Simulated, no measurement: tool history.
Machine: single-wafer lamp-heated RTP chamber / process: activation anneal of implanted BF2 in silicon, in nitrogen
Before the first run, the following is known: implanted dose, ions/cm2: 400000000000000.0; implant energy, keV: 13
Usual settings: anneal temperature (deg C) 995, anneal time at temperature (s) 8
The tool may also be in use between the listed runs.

run	hour	anneal temperature (deg C)	anneal time at temperature (s)	wafers since the last listed run	wafers since the last pyrometer calibration	wafers since the reflector plate was cleaned	hours since the gauge calibration	read-back reference wafer on the same gauge, sheet resistance	sheet resistance of the implanted and annealed layer (ohm/square)
1	0.0	995	8	0	42	7528	235.3	277.20	308.20
2	59.8	995	8	671	714	8200	295.1	277.22	306.20
3	290.1	995	10	2587	3301	10788	525.4	277.02	299.57
4	366.6	995	10	859	4161	11647	601.9	276.83	297.89
5	417.5	995	10	571	4733	12219	652.8	277.08	300.48
# hour 452.3: gauge calibrated
6	516.9	995	8	1116	5850	13336	64.6	276.91	299.38
7	590.4	1013	8	825	6675	14162	138.1	277.07	289.68
# hour 652.0: reflector plate cleaned
8	691.8	995	8	1049	7725	447	239.5	277.34	300.94
9	735.4	982	12	489	8215	937	283.1	276.62	301.12
# hour 780.2: pyrometer window cleaned and pyrometer calibrated
10	782.0	1024	8	433	20	1370	329.7	277.26	290.23
11	827.7	995	8	513	534	1884	375.4	276.67	307.11
12	869.4	995	8	468	1002	2352	417.1	276.93	305.79
13	936.8	1010	10	757	1759	3110	484.5	276.83	293.42
14	985.2	1004	10	543	2303	3653	532.9	276.59	294.41
15	1022.9	1011	12	423	2727	4077	570.6	276.73	289.59
16	1081.6	987	4	659	3386	4736	629.3	276.97	320.74

3 options for the next run, each taken on its own from the tool as it stands now. Forecast them:
A	1082.0	995	8	4	3391	4741	629.7	?	?
B	1082.0	985	12	4	3391	4741	629.7	?	?
C	1082.0	1018	4	4	3391	4741	629.7	?	?

run	read-back reference wafer on the same gauge, sheet resistance	sheet resistance of the implanted and annealed layer (ohm/square)
A	277.01	304.48
B	277.01	306.04
C	277.01	300.26
With the hidden condition removed and each run's random variation left untouched, the same runs would have given:
run	sheet resistance of the implanted and annealed layer (ohm/square)
A	309.04
B	312.13
C	303.45

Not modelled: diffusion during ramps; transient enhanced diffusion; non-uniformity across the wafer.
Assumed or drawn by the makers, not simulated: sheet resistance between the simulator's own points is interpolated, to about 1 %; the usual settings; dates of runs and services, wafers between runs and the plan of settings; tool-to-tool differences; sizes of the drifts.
